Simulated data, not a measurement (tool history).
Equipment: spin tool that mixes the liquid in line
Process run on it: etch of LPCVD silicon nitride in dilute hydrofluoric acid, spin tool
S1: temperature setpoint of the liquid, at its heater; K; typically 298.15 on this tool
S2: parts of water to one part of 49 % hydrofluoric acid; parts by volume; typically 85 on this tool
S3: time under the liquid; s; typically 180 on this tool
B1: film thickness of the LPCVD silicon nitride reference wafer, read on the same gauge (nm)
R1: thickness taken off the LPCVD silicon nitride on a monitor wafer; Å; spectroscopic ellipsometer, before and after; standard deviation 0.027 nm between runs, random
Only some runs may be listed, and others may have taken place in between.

run 1 day=0 | S1=298.15 S2=85 S3=180 | B1=30.03 | R1=10.25
run 2 day=0.675 | S1=298.15 S2=85 S3=145 | B1=29.952 | R1=8.16
run 3 day=0.967 | S1=298.15 S2=85 S3=145 | B1=29.995 | R1=8.33
run 4 day=1.346 | S1=298.15 S2=85 S3=95 | B1=29.966 | R1=5.49
run 5 day=1.721 | S1=298.15 S2=85 S3=95 | B1=29.995 | R1=5.36
run 6 day=2.004 | S1=298.15 S2=85 S3=180 | B1=30.008 | R1=10.53
run 7 day=2.479 | S1=298.15 S2=85 S3=180 | B1=30.02 | R1=10.32
-- day=2.988 hydrofluoric acid flow meter replaced
run 8 day=3.217 | S1=298.15 S2=85 S3=180 | B1=30.007 | R1=10.32
run 9 day=3.925 | S1=298.15 S2=85 S3=180 | B1=30.026 | R1=9.91
-- day=4.125 thermometer replaced
run 10 day=4.362 | S1=298.15 S2=50 S3=110 | B1=30.026 | R1=10.33
run 11 day=4.871 | S1=298.15 S2=60 S3=180 | B1=29.977 | R1=14.25
run 12 day=5.654 | S1=299.65 S2=50 S3=95 | B1=29.948 | R1=10.37
run 13 day=6.133 | S1=299.65 S2=60 S3=245 | B1=29.999 | R1=21.86
-- day=6.167 gauge calibrated
run 14 day=6.842 | S1=295.65 S2=65 S3=125 | B1=29.994 | R1=7.49
run 15 day=7.496 | S1=298.15 S2=70 S3=125 | B1=29.959 | R1=8.18
run 16 day=8.038 | S1=301.65 S2=60 S3=140 | B1=30.024 | R1=14.38
run 17 day=8.433 | S1=298.15 S2=85 S3=180 | B1=29.958 | R1=10.34
run 18 day=9.079 | S1=294.15 S2=120 S3=110 | B1=29.992 | R1=3.55

5 options for the next run, each taken on its own from the tool as it stands now. Forecast them:
run A day=9.1 | S1=295.15 S2=85 S3=180 | B1=? | R1=?
run B day=9.1 | S1=298.15 S2=65 S3=180 | B1=? | R1=?
run C day=9.1 | S1=298.15 S2=85 S3=80 | B1=? | R1=?
run D day=9.1 | S1=303.15 S2=85 S3=180 | B1=? | R1=?
run E day=9.1 | S1=300.15 S2=85 S3=125 | B1=? | R1=?

run=A B1=29.994 R1=8.3
run=B B1=29.994 R1=13.2
run=C B1=29.994 R1=4.5
run=D B1=29.994 R1=13.99
run=E B1=29.994 R1=8.02
With the hidden condition removed and each run's random variation left untouched, the same runs would have given:
run=A R1=8.3
run=B R1=13.2
run=C R1=4.5
run=D R1=13.99
run=E R1=8.02
